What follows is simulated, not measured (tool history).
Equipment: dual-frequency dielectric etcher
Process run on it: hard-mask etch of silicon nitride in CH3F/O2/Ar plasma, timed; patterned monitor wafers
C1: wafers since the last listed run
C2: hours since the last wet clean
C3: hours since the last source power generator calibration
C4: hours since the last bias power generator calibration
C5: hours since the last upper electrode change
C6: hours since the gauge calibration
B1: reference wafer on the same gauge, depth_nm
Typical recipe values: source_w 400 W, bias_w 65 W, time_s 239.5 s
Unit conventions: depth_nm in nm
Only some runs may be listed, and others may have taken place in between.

run 1 hour=0.0 | source_w=380 bias_w=57 time_s=239.5 | C1=0 C2=243.8 C3=1793.6 C4=2969.7 C5=3685.3 C6=526.0 | B1=133.1 | depth_nm=130.2
-- hour=8.4 bias power generator calibrated
run 2 hour=62.3 | source_w=380 bias_w=57 time_s=239.5 | C1=252 C2=306.1 C3=1855.9 C4=53.9 C5=3747.6 C6=588.3 | B1=133.0 | depth_nm=133.3
-- hour=144.4 source power generator calibrated
run 3 hour=162.3 | source_w=400 bias_w=65 time_s=239.5 | C1=415 C2=406.1 C3=17.9 C4=153.9 C5=3847.6 C6=688.3 | B1=133.1 | depth_nm=144.0
run 4 hour=220.3 | source_w=400 bias_w=65 time_s=239.5 | C1=250 C2=464.1 C3=75.9 C4=211.9 C5=3905.6 C6=746.3 | B1=133.1 | depth_nm=142.3
run 5 hour=298.2 | source_w=400 bias_w=65 time_s=239.5 | C1=336 C2=542.0 C3=153.8 C4=289.8 C5=3983.5 C6=824.2 | B1=132.9 | depth_nm=144.4
run 6 hour=354.4 | source_w=400 bias_w=65 time_s=239.5 | C1=243 C2=598.2 C3=210.0 C4=346.0 C5=4039.7 C6=880.4 | B1=132.9 | depth_nm=141.4
run 7 hour=391.1 | source_w=400 bias_w=65 time_s=191.0 | C1=158 C2=634.9 C3=246.7 C4=382.7 C5=4076.4 C6=917.1 | B1=132.8 | depth_nm=112.1
-- hour=462.6 wet clean of the chamber
run 8 hour=467.9 | source_w=470 bias_w=65 time_s=176.0 | C1=228 C2=5.3 C3=323.5 C4=459.5 C5=4153.2 C6=993.9 | B1=133.1 | depth_nm=119.0
run 9 hour=693.4 | source_w=400 bias_w=65 time_s=239.5 | C1=975 C2=230.8 C3=549.0 C4=685.0 C5=4378.7 C6=1219.4 | B1=133.0 | depth_nm=146.5
run 10 hour=792.4 | source_w=400 bias_w=81 time_s=239.5 | C1=428 C2=329.8 C3=648.0 C4=784.0 C5=4477.7 C6=1318.4 | B1=132.9 | depth_nm=158.3
run 11 hour=848.6 | source_w=400 bias_w=65 time_s=239.5 | C1=243 C2=386.0 C3=704.2 C4=840.2 C5=4533.9 C6=1374.6 | B1=133.0 | depth_nm=145.0
run 12 hour=929.8 | source_w=400 bias_w=49 time_s=204.5 | C1=351 C2=467.2 C3=785.4 C4=921.4 C5=4615.1 C6=1455.8 | B1=133.1 | depth_nm=109.2
run 13 hour=983.1 | source_w=300 bias_w=52 time_s=288.0 | C1=230 C2=520.5 C3=838.7 C4=974.7 C5=4668.4 C6=1509.1 | B1=133.0 | depth_nm=130.4
run 14 hour=1028.1 | source_w=350 bias_w=49 time_s=185.0 | C1=194 C2=565.5 C3=883.7 C4=1019.7 C5=4713.4 C6=1554.1 | B1=133.1 | depth_nm=91.2
run 15 hour=1103.2 | source_w=400 bias_w=65 time_s=239.5 | C1=324 C2=640.6 C3=958.8 C4=1094.8 C5=4788.5 C6=1629.2 | B1=133.0 | depth_nm=142.2
run 16 hour=1144.6 | source_w=460 bias_w=78 time_s=239.5 | C1=179 C2=682.0 C3=1000.2 C4=1136.2 C5=4829.9 C6=1670.6 | B1=133.0 | depth_nm=164.3
-- hour=1240.4 wet clean of the chamber
-- hour=1265.4 upper electrode replaced
run 17 hour=1265.9 | source_w=400 bias_w=65 time_s=239.5 | C1=316 C2=25.5 C3=1121.5 C4=1257.5 C5=0.5 C6=1791.9 | B1=132.8 | depth_nm=147.6
run 18 hour=1294.4 | source_w=470 bias_w=65 time_s=176.0 | C1=123 C2=54.0 C3=1150.0 C4=1286.0 C5=29.0 C6=1820.4 | B1=133.0 | depth_nm=119.1
run 19 hour=1380.0 | source_w=400 bias_w=65 time_s=239.5 | C1=370 C2=139.6 C3=1235.6 C4=1371.6 C5=114.6 C6=1906.0 | B1=133.1 | depth_nm=145.2
run 20 hour=1451.3 | source_w=430 bias_w=65 time_s=173.5 | C1=308 C2=210.9 C3=1306.9 C4=1442.9 C5=185.9 C6=1977.3 | B1=133.2 | depth_nm=110.2
run 21 hour=1495.5 | source_w=400 bias_w=65 time_s=239.5 | C1=191 C2=255.1 C3=1351.1 C4=1487.1 C5=230.1 C6=2021.5 | B1=133.0 | depth_nm=147.4
run 22 hour=1576.4 | source_w=450 bias_w=72 time_s=262.5 | C1=349 C2=336.0 C3=1432.0 C4=1568.0 C5=311.0 C6=2102.4 | B1=133.0 | depth_nm=178.9
run 23 hour=1655.1 | source_w=400 bias_w=49 time_s=204.5 | C1=340 C2=414.7 C3=1510.7 C4=1646.7 C5=389.7 C6=2181.1 | B1=133.0 | depth_nm=109.5
run 24 hour=1737.6 | source_w=400 bias_w=65 time_s=239.5 | C1=356 C2=497.2 C3=1593.2 C4=1729.2 C5=472.2 C6=2263.6 | B1=132.9 | depth_nm=144.3
run 25 hour=1792.0 | source_w=470 bias_w=74 time_s=258.5 | C1=235 C2=551.6 C3=1647.6 C4=1783.6 C5=526.6 C6=2318.0 | B1=132.8 | depth_nm=175.2
run 26 hour=1878.9 | source_w=350 bias_w=65 time_s=197.0 | C1=375 C2=638.5 C3=1734.5 C4=1870.5 C5=613.5 C6=2404.9 | B1=133.0 | depth_nm=107.2
run 27 hour=1983.5 | source_w=400 bias_w=70 time_s=218.5 | C1=452 C2=743.1 C3=1839.1 C4=1975.1 C5=718.1 C6=2509.5 | B1=132.9 | depth_nm=131.8
-- hour=2035.5 wet clean of the chamber
-- hour=2052.9 source power generator calibrated
run 28 hour=2053.4 | source_w=430 bias_w=50 time_s=271.5 | C1=181 C2=17.9 C3=0.5 C4=2045.0 C5=788.0 C6=2579.4 | B1=133.0 | depth_nm=156.6
run 29 hour=2107.4 | source_w=400 bias_w=65 time_s=185.0 | C1=233 C2=71.9 C3=54.5 C4=2099.0 C5=842.0 C6=2633.4 | B1=133.2 | depth_nm=113.2

Give the tool's hidden conditions for every run:
source power that arrives over what is set, %: 0 across all the runs
gauge reads high (%): 0 across all the runs
H1: etch rate over this chamber's usual, %
H2: bias power that arrives over what is set, %
run=1 H1=-1.96 H2=-5.2
run=2 H1=-2.31 H2=0.9
run=3 H1=-2.87 H2=0.72
run=4 H1=-3.2 H2=0.616
run=5 H1=-3.63 H2=0.476
run=6 H1=-3.95 H2=0.374
run=7 H1=-4.16 H2=0.308
run=8 H1=0.182 H2=0.17
run=9 H1=-1.08 H2=-0.235
run=10 H1=-1.64 H2=-0.413
run=11 H1=-1.96 H2=-0.514
run=12 H1=-2.41 H2=-0.66
run=13 H1=-2.71 H2=-0.756
run=14 H1=-2.97 H2=-0.837
run=15 H1=-3.39 H2=-0.972
run=16 H1=-3.62 H2=-1.05
run=17 H1=0.314 H2=-1.26
run=18 H1=0.154 H2=-1.32
run=19 H1=-0.327 H2=-1.47
run=20 H1=-0.727 H2=-1.6
run=21 H1=-0.976 H2=-1.68
run=22 H1=-1.43 H2=-1.82
run=23 H1=-1.87 H2=-1.96
run=24 H1=-2.34 H2=-2.11
run=25 H1=-2.64 H2=-2.21
run=26 H1=-3.13 H2=-2.37
run=27 H1=-3.72 H2=-2.55
run=28 H1=0.776 H2=-2.68
run=29 H1=0.473 H2=-2.78

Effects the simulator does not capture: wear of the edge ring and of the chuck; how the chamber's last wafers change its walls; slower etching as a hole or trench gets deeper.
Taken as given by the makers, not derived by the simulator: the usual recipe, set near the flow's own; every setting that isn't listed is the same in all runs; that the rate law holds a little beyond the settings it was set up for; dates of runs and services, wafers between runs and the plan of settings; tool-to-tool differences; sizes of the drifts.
